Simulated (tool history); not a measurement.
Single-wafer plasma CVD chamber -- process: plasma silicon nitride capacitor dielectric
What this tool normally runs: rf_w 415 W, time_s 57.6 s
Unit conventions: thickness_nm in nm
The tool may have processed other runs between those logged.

run,hour,rf_w,time_s,"read-back reference wafer on the same gauge, thickness_nm",thickness_nm
1,0,415,52.9,88.984,73.455
2,16.4,415,52.9,88.966,73.721
3,50.9,440,57.6,88.961,81.295
4,78.4,415,57.6,88.974,79.997
5,102.6,415,57.6,88.985,80.059
6,120.2,395,57.6,89.029,79.066
7,155.9,395,57.6,88.998,79.191
8,175.4,380,63,89.015,85.237
9,194.4,380,63,89.042,85.495
10,220.1,475,57.6,89.014,83.244
11,249.4,475,57.6,88.999,82.556
12,284.4,475,57.6,88.986,82.815
13,303.2,415,64.2,89.029,89.008
14,320.6,400,57.6,89.019,79.05
15,338,400,57.6,88.992,79.291
16,365.1,400,57.6,89.064,79.048
17,384.1,415,55,89.01,76.098
18,405.5,415,57.6,88.979,79.677
19,421.2,415,57.6,89.006,79.713
20,445.9,415,57.6,88.975,79.469
21,462.5,415,57.6,89.015,79.485
# hour 489.7: RF generator calibrated
22,490.2,385,51.5,89.014,71.438
23,510.5,335,62.5,88.976,83.181
24,532,465,62,88.981,90.188
25,544.7,415,49.4,89.017,69.76
# hour 553.1: gauge calibrated
# hour 559.3: showerhead replaced
26,567.3,415,57.6,89.01,81.099
27,599.3,360,69,88.97,93.743
28,633.9,415,57.6,88.984,81.039
29,651.9,415,52.3,89.017,73.834
30,671.9,415,46.5,88.998,65.372
31,696.2,390,46.6,88.995,64.692
32,726,450,54.1,88.995,77.986

What does the tool deliver on the next run?
33,750.3,350,65.1,?,?

{"run 33": {"read-back reference wafer on the same gauge, thickness_nm": 88.969, "thickness_nm": 87.735}}
With no hidden state in the tool, this same run would have given thickness_nm 87.795 nm.
